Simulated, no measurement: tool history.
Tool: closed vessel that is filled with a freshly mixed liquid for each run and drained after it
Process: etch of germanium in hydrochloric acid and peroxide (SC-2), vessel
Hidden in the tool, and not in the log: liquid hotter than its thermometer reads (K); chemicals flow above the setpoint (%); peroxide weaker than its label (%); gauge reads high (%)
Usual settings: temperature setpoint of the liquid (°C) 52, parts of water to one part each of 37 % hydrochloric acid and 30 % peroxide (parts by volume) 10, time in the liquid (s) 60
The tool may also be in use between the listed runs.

run,hour,temperature setpoint of the liquid (°C),parts of water to one part each of 37 % hydrochloric acid and 30 % peroxide (parts by volume),time in the liquid (s),wafers since the last listed run,hours since the thermometer was replaced,hours since the chemicals flow meter was replaced,hours since the drum of peroxide was connected,hours since the gauge calibration,"read-back film thickness of the germanium reference wafer, read on the same gauge (nm)",thickness taken off the germanium on a monitor wafer (Å)
1,0,52,10,40,0,629.2,1294.7,634.8,1984.6,30,1022.2
# hour 33.3: thermometer replaced
2,78.7,52,10,40,7571,45.4,1373.4,713.5,2063.3,30,931.6
# hour 101.5: new drum of peroxide connected
3,170.9,52,10,60,8887,137.6,1465.6,69.4,2155.5,30,1419.5
4,211,52,10,60,3907,177.7,1505.7,109.5,2195.6,30.01,1423.3
5,252.3,52,10,60,4024,219,1547,150.8,2236.9,30,1436.8
6,311.1,55.5,7,60,5729,277.8,1605.8,209.6,2295.7,30.02,1680.6
7,385.7,55.5,7,60,7269,352.4,1680.4,284.2,2370.3,30,1678.2
8,484.5,55.5,7,60,9627,451.2,1779.2,383,2469.1,30.02,1701.3
9,568.4,52,10,60,8175,535.1,1863.1,466.9,2553,29.99,1497.9
# hour 595.1: gauge calibrated
10,606.2,52,10,60,3683,572.9,1900.9,504.7,11.1,30.01,1503.3
# hour 647.3: chemicals flow meter replaced
11,682.6,52,13.5,75,7347,649.3,35.3,581.1,87.5,29.99,1811.7
# hour 740.6: new drum of peroxide connected
12,776,52,10,60,9004,742.7,128.7,35.4,180.9,29.97,1509.4
# hour 788.8: thermometer replaced
13,863.1,52,12.5,60,8390,74.3,215.8,122.5,268,30.01,1394.5
14,942.2,56.5,10,60,7707,153.4,294.9,201.6,347.1,29.98,1641.4
15,1037.2,52,10,60,9257,248.4,389.9,296.6,442.1,30.01,1451.4
16,1114.6,52,11.5,60,7542,325.8,467.3,374,519.5,30,1483.8
17,1222.4,61.5,10,60,10504,433.6,575.1,481.8,627.3,30.01,1950.2
18,1317.5,52,10,60,9267,528.7,670.2,576.9,722.4,30.03,1502.5
# hour 1369.8: new drum of peroxide connected
19,1402.1,57.5,10,70,8146,613.3,754.8,32.3,807,30.01,2094.4
20,1466.3,52,7,30,6256,677.5,819,96.5,871.2,29.98,788.3
# hour 1527.6: thermometer replaced
21,1547.5,47,10,80,7815,19.9,900.2,177.7,952.4,30.02,1613.1
22,1586.6,49,10,85,3810,59,939.3,216.8,991.5,30.02,1861.8
23,1664.2,48,11.5,95,7561,136.6,1016.9,294.4,1069.1,29.98,1930.9
24,1708.2,60,10,60,4287,180.6,1060.9,338.4,1113.1,30,1815.4
25,1755.8,59,10,60,4638,228.2,1108.5,386,1160.7,30,1781.2
26,1802.9,52,7,30,4589,275.3,1155.6,433.1,1207.8,30,752.9
27,1845,52,10,60,4102,317.4,1197.7,475.2,1249.9,30.02,1459.1
28,1890.2,52,10,45,4404,362.6,1242.9,520.4,1295.1,30.02,1105
29,1946.7,52,10,60,5505,419.1,1299.4,576.9,1351.6,29.98,1483.2
# hour 2009.2: new drum of peroxide connected
30,2032.6,61,13.5,85,8273,505,1385.3,23.4,1437.5,30.01,2691.4
31,2140.5,45.5,13.5,35,10514,612.9,1493.2,131.3,1545.4,30,698.3

The tool's hidden state at each run:
chemicals flow above the setpoint (%): 0 in every run
peroxide weaker than its label (%): 0 in every run
gauge reads high (%): 0 in every run
H1: liquid hotter than its thermometer reads (K)
run,H1
1,2.75
2,0.219
3,0.562
4,0.711
5,0.865
6,1.08
7,1.36
8,1.73
9,2.04
10,2.18
11,2.47
12,2.81
13,0.675
14,0.97
15,1.32
16,1.61
17,2.01
18,2.37
19,2.68
20,2.92
21,0.232
22,0.378
23,0.667
24,0.83
25,1.01
26,1.18
27,1.34
28,1.51
29,1.72
30,2.04
31,2.44

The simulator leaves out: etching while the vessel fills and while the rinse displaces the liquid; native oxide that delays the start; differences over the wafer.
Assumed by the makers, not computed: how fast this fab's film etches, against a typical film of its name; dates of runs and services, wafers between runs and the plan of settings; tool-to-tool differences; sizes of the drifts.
